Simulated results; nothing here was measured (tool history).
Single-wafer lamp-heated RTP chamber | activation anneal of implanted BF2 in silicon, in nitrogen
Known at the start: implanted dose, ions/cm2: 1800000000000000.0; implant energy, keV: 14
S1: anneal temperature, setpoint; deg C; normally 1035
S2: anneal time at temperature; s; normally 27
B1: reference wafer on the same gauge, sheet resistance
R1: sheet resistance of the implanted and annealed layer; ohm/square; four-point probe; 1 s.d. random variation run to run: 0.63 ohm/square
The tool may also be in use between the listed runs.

| run | day | S1 | S2 | B1 | R1 |
|---|---|---|---|---|---|
| 1 | 0.000 | 1014 | 27 | 130.92 | 154.41 |
|  | 1.900 | reflector plate cleaned |
| 2 | 1.921 | 1014 | 27 | 130.99 | 164.59 |
| 3 | 4.012 | 1042 | 27 | 130.99 | 130.79 |
| 4 | 5.579 | 1042 | 27 | 130.98 | 128.65 |
| 5 | 7.625 | 1042 | 27 | 131.00 | 128.38 |
|  | 9.017 | pyrometer window cleaned and pyrometer calibrated |
| 6 | 9.167 | 1035 | 27 | 130.80 | 139.16 |
| 7 | 11.029 | 1035 | 27 | 130.95 | 138.67 |
| 8 | 12.367 | 1035 | 27 | 131.04 | 137.85 |
| 9 | 14.679 | 1021 | 34 | 131.02 | 143.90 |
| 10 | 16.212 | 1035 | 27 | 130.99 | 136.91 |
| 11 | 17.400 | 1035 | 32 | 131.22 | 129.78 |
| 12 | 20.158 | 1035 | 27 | 131.06 | 135.43 |
|  | 21.150 | gauge calibrated |
| 13 | 21.467 | 1035 | 27 | 131.24 | 134.84 |
| 14 | 22.708 | 1035 | 27 | 130.82 | 133.85 |
| 15 | 24.038 | 1035 | 27 | 131.10 | 133.83 |
| 16 | 26.375 | 1006 | 21 | 131.03 | 179.90 |
|  | 31.362 | pyrometer window cleaned and pyrometer calibrated |
| 17 | 34.992 | 1006 | 21 | 131.11 | 181.94 |
| 18 | 36.125 | 1061 | 12 | 131.05 | 130.91 |
| 19 | 37.604 | 1035 | 38 | 130.95 | 120.41 |
| 20 | 39.996 | 1035 | 27 | 131.00 | 131.22 |
|  | 41.175 | reflector plate cleaned |
| 21 | 42.871 | 1009 | 17 | 131.08 | 191.50 |
| 22 | 44.633 | 1011 | 17 | 131.13 | 185.86 |
| 23 | 46.062 | 1035 | 27 | 131.12 | 134.76 |
| 24 | 48.508 | 1061 | 17 | 130.98 | 120.83 |
| 25 | 50.988 | 1014 | 18 | 130.98 | 175.57 |
| 26 | 52.696 | 1035 | 31 | 131.06 | 128.59 |
| 27 | 54.375 | 1010 | 40 | 130.91 | 145.28 |
|  | 56.692 | pyrometer window cleaned and pyrometer calibrated |
| 28 | 56.712 | 1035 | 12 | 131.26 | 164.76 |
| 29 | 59.217 | 1055 | 19 | 131.04 | 125.07 |
| 30 | 60.250 | 1021 | 18 | 130.77 | 164.87 |
| 31 | 62.962 | 1006 | 22 | 130.86 | 178.40 |
| 32 | 65.533 | 1035 | 27 | 130.94 | 131.83 |
| 33 | 68.529 | 1026 | 27 | 130.94 | 139.21 |
| 34 | 69.954 | 1043 | 27 | 131.05 | 121.57 |
| 35 | 72.200 | 1035 | 27 | 130.98 | 130.19 |
|  | 73.967 | reflector plate cleaned |
| 36 | 74.600 | 1049 | 19 | 130.69 | 132.02 |

Branching from run 36: 5 alternative next runs. What would each branch give?
| A | 74.617 | 1035 | 37 | ? | ? |
| B | 74.617 | 1065 | 13 | ? | ? |
| C | 74.617 | 1018 | 34 | ? | ? |
| D | 74.617 | 1020 | 27 | ? | ? |
| E | 74.617 | 1017 | 18 | ? | ? |

| run | B1 | R1 |
|---|---|---|
| A | 130.99 | 126.68 |
| B | 130.99 | 127.82 |
| C | 130.99 | 147.76 |
| D | 130.99 | 154.11 |
| E | 130.99 | 175.48 |
Had the tool no hidden state, the same runs would have come out as:
| run | R1 |
|---|---|
| A | 130.69 |
| B | 131.86 |
| C | 153.30 |
| D | 159.74 |
| E | 182.15 |
